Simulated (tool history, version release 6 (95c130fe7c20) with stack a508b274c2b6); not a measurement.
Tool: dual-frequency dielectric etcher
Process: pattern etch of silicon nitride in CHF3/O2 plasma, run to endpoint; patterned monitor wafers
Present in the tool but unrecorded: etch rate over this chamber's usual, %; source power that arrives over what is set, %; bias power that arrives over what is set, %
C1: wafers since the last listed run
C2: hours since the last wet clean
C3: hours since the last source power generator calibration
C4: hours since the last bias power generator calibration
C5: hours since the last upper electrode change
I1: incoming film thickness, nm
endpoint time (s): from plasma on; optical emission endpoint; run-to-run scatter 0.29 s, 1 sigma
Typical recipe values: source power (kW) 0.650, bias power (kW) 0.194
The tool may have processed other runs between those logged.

Run 1, day 0.000: usual settings but bias power (kW) 0.227; C1 0; C2 237.2; C3 3983.4; C4 2042.3; C5 4129.7; I1 52.9. Result: endpoint time (s) 35.6.
Run 2, day 0.725: usual settings; C1 162; C2 254.6; C3 4000.8; C4 2059.7; C5 4147.1; I1 54.0. Result: endpoint time (s) 37.9.
Run 3, day 1.996: usual settings; C1 284; C2 285.1; C3 4031.3; C4 2090.2; C5 4177.6; I1 53.6. Result: endpoint time (s) 37.0.
Run 4, day 2.746: usual settings; C1 168; C2 303.1; C3 4049.3; C4 2108.2; C5 4195.6; I1 54.1. Result: endpoint time (s) 38.2.
Run 5, day 3.962: usual settings; C1 272; C2 332.3; C3 4078.5; C4 2137.4; C5 4224.8; I1 53.4. Result: endpoint time (s) 36.8.
Run 6, day 5.004: usual settings; C1 233; C2 357.3; C3 4103.5; C4 2162.4; C5 4249.8; I1 53.5. Result: endpoint time (s) 37.1.
Run 7, day 5.912: usual settings; C1 203; C2 379.1; C3 4125.3; C4 2184.2; C5 4271.6; I1 53.9. Result: endpoint time (s) 37.6.
Run 8, day 7.258: usual settings; C1 301; C2 411.4; C3 4157.6; C4 2216.5; C5 4303.9; I1 53.8. Result: endpoint time (s) 37.9.
Run 9, day 7.912: usual settings; C1 146; C2 427.1; C3 4173.3; C4 2232.2; C5 4319.6; I1 53.3. Result: endpoint time (s) 37.1.
Run 10, day 9.342: usual settings; C1 320; C2 461.4; C3 4207.6; C4 2266.5; C5 4353.9; I1 53.7. Result: endpoint time (s) 37.5.
Run 11, day 10.646: usual settings; C1 292; C2 492.7; C3 4238.9; C4 2297.8; C5 4385.2; I1 54.0. Result: endpoint time (s) 38.1.
At day 11.067: bias power generator calibrated.
Run 12, day 11.179: usual settings; C1 82; C2 505.5; C3 4251.7; C4 2.7; C5 4398.0; I1 53.7. Result: endpoint time (s) 37.7.
Run 13, day 12.292: usual settings; C1 249; C2 532.2; C3 4278.4; C4 29.4; C5 4424.7; I1 53.6. Result: endpoint time (s) 37.7.
At day 13.421: upper electrode replaced.
At day 14.125: wet clean of the chamber.
At day 14.142: source power generator calibrated.
Run 14, day 14.162: usual settings; C1 33; C2 0.9; C3 0.5; C4 74.3; C5 17.8; I1 53.7. Result: endpoint time (s) 37.2.
Run 15, day 14.179: usual settings but source power (kW) 0.550, bias power (kW) 0.235; C1 3; C2 1.3; C3 0.9; C4 74.7; C5 18.2; I1 53.2. Result: endpoint time (s) 37.1.
Run 16, day 14.804: usual settings; C1 140; C2 16.3; C3 15.9; C4 89.7; C5 33.2; I1 53.3. Result: endpoint time (s) 37.3.
Run 17, day 16.283: usual settings but source power (kW) 0.520, bias power (kW) 0.146; C1 331; C2 51.8; C3 51.4; C4 125.2; C5 68.7; I1 54.0. Result: endpoint time (s) 44.3.
Run 18, day 17.650: usual settings but bias power (kW) 0.157; C1 306; C2 84.6; C3 84.2; C4 158.0; C5 101.5; I1 53.6. Result: endpoint time (s) 39.4.
Run 19, day 18.804: usual settings but source power (kW) 0.760, bias power (kW) 0.221; C1 258; C2 112.3; C3 111.9; C4 185.7; C5 129.2; I1 54.0. Result: endpoint time (s) 34.1.
Run 20, day 19.767: usual settings but bias power (kW) 0.149; C1 215; C2 135.4; C3 135.0; C4 208.8; C5 152.3; I1 53.6. Result: endpoint time (s) 40.6.
Run 21, day 20.429: usual settings but source power (kW) 0.760, bias power (kW) 0.221; C1 148; C2 151.3; C3 150.9; C4 224.7; C5 168.2; I1 53.7. Result: endpoint time (s) 34.0.
Run 22, day 21.742: usual settings but bias power (kW) 0.227; C1 294; C2 182.8; C3 182.4; C4 256.2; C5 199.7; I1 53.3. Result: endpoint time (s) 35.6.
Run 23, day 25.921: usual settings but bias power (kW) 0.149; C1 936; C2 283.1; C3 282.7; C4 356.5; C5 300.0; I1 53.5. Result: endpoint time (s) 40.0.
Run 24, day 27.404: usual settings but source power (kW) 0.560, bias power (kW) 0.148; C1 332; C2 318.7; C3 318.3; C4 392.1; C5 335.6; I1 53.3. Result: endpoint time (s) 41.8.
Run 25, day 28.004: usual settings but source power (kW) 0.770, bias power (kW) 0.154; C1 134; C2 333.1; C3 332.7; C4 406.5; C5 350.0; I1 53.4. Result: endpoint time (s) 37.3.
Run 26, day 29.254: usual settings but source power (kW) 0.520, bias power (kW) 0.180; C1 280; C2 363.1; C3 362.7; C4 436.5; C5 380.0; I1 54.4. Result: endpoint time (s) 41.8.

Branching from run 26: 5 alternative next runs. What would each branch give?
Run A, day 29.271: usual settings; C1 3; C2 363.5; C3 363.1; C4 436.9; C5 380.4; I1 53.5. Result: endpoint time (s) ?.
Run B, day 29.271: usual settings but source power (kW) 0.710, bias power (kW) 0.160; C1 3; C2 363.5; C3 363.1; C4 436.9; C5 380.4; I1 53.5. Result: endpoint time (s) ?.
Run C, day 29.271: usual settings but source power (kW) 0.810, bias power (kW) 0.240; C1 3; C2 363.5; C3 363.1; C4 436.9; C5 380.4; I1 53.5. Result: endpoint time (s) ?.
Run D, day 29.271: usual settings but source power (kW) 0.730; C1 3; C2 363.5; C3 363.1; C4 436.9; C5 380.4; I1 53.5. Result: endpoint time (s) ?.
Run E, day 29.271: usual settings but source power (kW) 0.500, bias power (kW) 0.157; C1 3; C2 363.5; C3 363.1; C4 436.9; C5 380.4; I1 53.5. Result: endpoint time (s) ?.

run  endpoint time (s)
  A               37.4
  B               38.2
  C               32.5
  D               35.9
  E               43.5
The same runs, with their run-to-run variation unchanged, on a tool lacking any hidden condition would have given:
run  endpoint time (s)
  A               37.4
  B               38.2
  C               32.5
  D               35.9
  E               43.5
